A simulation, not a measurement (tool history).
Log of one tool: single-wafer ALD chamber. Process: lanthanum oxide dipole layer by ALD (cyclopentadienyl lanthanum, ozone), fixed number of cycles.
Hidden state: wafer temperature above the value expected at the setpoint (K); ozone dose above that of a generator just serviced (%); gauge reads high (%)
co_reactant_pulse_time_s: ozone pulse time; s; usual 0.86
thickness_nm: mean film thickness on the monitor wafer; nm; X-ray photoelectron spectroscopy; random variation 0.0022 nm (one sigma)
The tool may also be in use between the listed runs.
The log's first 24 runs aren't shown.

run	hour	co_reactant_pulse_time_s	wafers since the last listed run	hours since the last thermocouple change	hours since the last ozone generator service	hours since the showerhead was replaced	hours since the gauge calibration	read-back reference wafer on the same gauge, thickness_nm	thickness_nm
25	2127.5	1.14	1624	1637.2	731.6	153.6	732.4	0.42	0.522
26	2187	0.59	1306	1696.7	791.1	213.1	791.9	0.42	0.329
27	2292.1	1	2307	1801.8	896.2	318.2	897	0.42	0.5
# hour 2450.9: ozone generator serviced
28	2451.4	0.77	3321	1961.1	0.5	477.5	1056.3	0.42	0.447
29	2494	1.08	935	2003.7	43.1	520.1	1098.9	0.42	0.525
30	2546.4	0.86	1150	2056.1	95.5	572.5	1151.3	0.42	0.477
31	2612.3	0.86	1446	2122	161.4	638.4	1217.2	0.42	0.472
32	2690.9	0.86	1725	2200.6	240	717	1295.8	0.42	0.472
33	2815.2	0.66	2728	2324.9	364.3	841.3	1420.1	0.42	0.378

Forecast each of these 5 alternatives for the next run:
A	2815.6	0.86	8	2325.3	364.7	841.7	1420.5	?	?
B	2815.6	1.13	8	2325.3	364.7	841.7	1420.5	?	?
C	2815.6	1.2	8	2325.3	364.7	841.7	1420.5	?	?
D	2815.6	0.69	8	2325.3	364.7	841.7	1420.5	?	?
E	2815.6	0.75	8	2325.3	364.7	841.7	1420.5	?	?

run	read-back reference wafer on the same gauge, thickness_nm	thickness_nm
A	0.42	0.467
B	0.42	0.529
C	0.42	0.539
D	0.42	0.397
E	0.42	0.426
Without the tool's hidden state the same runs would have given:
run	thickness_nm
A	0.48
B	0.538
C	0.547
D	0.413
E	0.44

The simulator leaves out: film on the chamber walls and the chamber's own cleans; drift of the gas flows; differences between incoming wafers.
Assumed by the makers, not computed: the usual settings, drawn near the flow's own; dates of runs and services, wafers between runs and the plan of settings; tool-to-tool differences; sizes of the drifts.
